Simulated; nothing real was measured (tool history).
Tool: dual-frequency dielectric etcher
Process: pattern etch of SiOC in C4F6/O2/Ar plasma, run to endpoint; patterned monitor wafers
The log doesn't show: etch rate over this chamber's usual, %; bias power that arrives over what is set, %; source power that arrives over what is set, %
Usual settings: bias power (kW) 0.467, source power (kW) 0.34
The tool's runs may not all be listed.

| run | hour | bias power (kW) | source power (kW) | wafers since the last listed run | hours since the last wet clean | hours since the last bias power generator calibration | hours since the last source power generator calibration | hours since the last upper electrode change | incoming incoming film thickness, nm | endpoint time (s) |
|---|---|---|---|---|---|---|---|---|---|---|
| 1 | 0 | 0.39 | 0.37 | 0 | 134.3 | 2139.4 | 2100 | 541.6 | 28.19 | 10 |
| 2 | 93.1 | 0.39 | 0.37 | 1226 | 227.4 | 2232.5 | 2193.1 | 634.7 | 28.21 | 10.2 |
| 3 | 199.6 | 0.39 | 0.37 | 1402 | 333.9 | 2339 | 2299.6 | 741.2 | 28.06 | 10.2 |
| 4 | 307 | 0.467 | 0.29 | 1414 | 441.3 | 2446.4 | 2407 | 848.6 | 27.78 | 9.8 |
| 5 | 406.7 | 0.467 | 0.29 | 1313 | 541 | 2546.1 | 2506.7 | 948.3 | 28.03 | 10.2 |
|  | 516.9 | wet clean of the chamber |
| 6 | 517.4 | 0.467 | 0.29 | 1142 | 0.5 | 2656.8 | 2617.4 | 1059 | 28.1 | 9.9 |
| 7 | 601 | 0.467 | 0.4 | 1101 | 84.1 | 2740.4 | 2701 | 1142.6 | 27.86 | 9 |
| 8 | 637.5 | 0.467 | 0.4 | 480 | 120.6 | 2776.9 | 2737.5 | 1179.1 | 28.01 | 9.2 |
| 9 | 733.4 | 0.467 | 0.34 | 1263 | 216.5 | 2872.8 | 2833.4 | 1275 | 27.97 | 9.7 |
| 10 | 832.6 | 0.467 | 0.34 | 1306 | 315.7 | 2972 | 2932.6 | 1374.2 | 28.07 | 9.8 |
| 11 | 880.7 | 0.467 | 0.34 | 633 | 363.8 | 3020.1 | 2980.7 | 1422.3 | 28.1 | 9.7 |
| 12 | 917.5 | 0.467 | 0.34 | 484 | 400.6 | 3056.9 | 3017.5 | 1459.1 | 27.94 | 9.7 |
| 13 | 982 | 0.467 | 0.34 | 849 | 465.1 | 3121.4 | 3082 | 1523.6 | 28.07 | 9.9 |
| 14 | 1063.9 | 0.467 | 0.34 | 1078 | 547 | 3203.3 | 3163.9 | 1605.5 | 28.15 | 10 |
| 15 | 1132.5 | 0.467 | 0.34 | 903 | 615.6 | 3271.9 | 3232.5 | 1674.1 | 28.05 | 10.1 |
|  | 1216.7 | wet clean of the chamber |
| 16 | 1228.9 | 0.572 | 0.28 | 953 | 12.2 | 3368.3 | 3328.9 | 1770.5 | 28.29 | 9.3 |
| 17 | 1294.9 | 0.467 | 0.34 | 869 | 78.2 | 3434.3 | 3394.9 | 1836.5 | 27.96 | 9.5 |
|  | 1346.8 | bias power generator calibrated |
| 18 | 1362.7 | 0.376 | 0.34 | 840 | 146 | 15.9 | 3462.7 | 1904.3 | 27.98 | 10.2 |
| 19 | 1403.3 | 0.467 | 0.34 | 534 | 186.6 | 56.5 | 3503.3 | 1944.9 | 28 | 9.7 |
| 20 | 1485.2 | 0.561 | 0.3 | 1078 | 268.5 | 138.4 | 3585.2 | 2026.8 | 27.82 | 9.3 |
| 21 | 1747.1 | 0.467 | 0.34 | 3449 | 530.4 | 400.3 | 3847.1 | 2288.7 | 28.2 | 10.1 |
| 22 | 1853.2 | 0.363 | 0.31 | 1397 | 636.5 | 506.4 | 3953.2 | 2394.8 | 28.35 | 11.3 |
|  | 1890.9 | source power generator calibrated |
| 23 | 1923.4 | 0.467 | 0.32 | 871 | 706.7 | 576.6 | 32.5 | 2465 | 28.07 | 10.2 |
|  | 1948.8 | upper electrode replaced |
|  | 1976.3 | wet clean of the chamber |
| 24 | 2026.9 | 0.363 | 0.31 | 731 | 50.6 | 680.1 | 136 | 78.1 | 27.86 | 10.7 |
| 25 | 2117.6 | 0.414 | 0.32 | 1194 | 141.3 | 770.8 | 226.7 | 168.8 | 27.61 | 10 |
| 26 | 2223.6 | 0.467 | 0.26 | 1396 | 247.3 | 876.8 | 332.7 | 274.8 | 28.11 | 10.2 |
| 27 | 2277.9 | 0.467 | 0.28 | 715 | 301.6 | 931.1 | 387 | 329.1 | 28.1 | 10.1 |
| 28 | 2372.9 | 0.467 | 0.31 | 1251 | 396.6 | 1026.1 | 482 | 424.1 | 27.97 | 9.9 |
| 29 | 2634.8 | 0.354 | 0.29 | 3449 | 658.5 | 1288 | 743.9 | 686 | 28.04 | 11.4 |
|  | 2718.5 | wet clean of the chamber |
| 30 | 2725.2 | 0.536 | 0.39 | 874 | 6.7 | 1378.4 | 834.3 | 776.4 | 28.01 | 8.8 |
| 31 | 2765.3 | 0.556 | 0.4 | 528 | 46.8 | 1418.5 | 874.4 | 816.5 | 27.71 | 8.6 |
| 32 | 2867.9 | 0.429 | 0.26 | 1351 | 149.4 | 1521.1 | 977 | 919.1 | 27.62 | 10.2 |
| 33 | 2922.3 | 0.508 | 0.29 | 716 | 203.8 | 1575.5 | 1031.4 | 973.5 | 27.89 | 9.7 |
| 34 | 3023.1 | 0.564 | 0.29 | 1327 | 304.6 | 1676.3 | 1132.2 | 1074.3 | 28.2 | 9.3 |
| 35 | 3080.5 | 0.56 | 0.41 | 756 | 362 | 1733.7 | 1189.6 | 1131.7 | 27.99 | 8.8 |
| 36 | 3169 | 0.467 | 0.34 | 1165 | 450.5 | 1822.2 | 1278.1 | 1220.2 | 27.98 | 9.8 |

Hidden state at the last listed run before each entry between runs and at the first one after, where it differs:
Between runs 5 and 6: wet clean of the chamber (hour 516.9)
  etch rate over this chamber's usual, %: -3.66 -> -0.26
  measured less the result without the state, endpoint time (s): +0.4 -> +0
Between runs 15 and 16: wet clean of the chamber (hour 1216.7)
  etch rate over this chamber's usual, %: -4.78 -> -0.602
  measured less the result without the state, endpoint time (s): +0.5 -> +0
Between runs 17 and 18: bias power generator calibrated (hour 1346.8)
  etch rate over this chamber's usual, %: -1.09 -> -1.59
  measured less the result without the state, endpoint time (s): +0.1 -> +0.1
Between runs 22 and 23: source power generator calibrated (hour 1890.9)
  etch rate over this chamber's usual, %: -5.19 -> -5.71
  measured less the result without the state, endpoint time (s): +0.6 -> +0.6
Between runs 23 and 24: upper electrode replaced (hour 1948.8); wet clean of the chamber (hour 1976.3)
  etch rate over this chamber's usual, %: -5.71 -> -0.655
  measured less the result without the state, endpoint time (s): +0.6 -> +0.1
Between runs 29 and 30: wet clean of the chamber (hour 2718.5)
  etch rate over this chamber's usual, %: -5.13 -> -0.00975
  measured less the result without the state, endpoint time (s): +0.6 -> +0
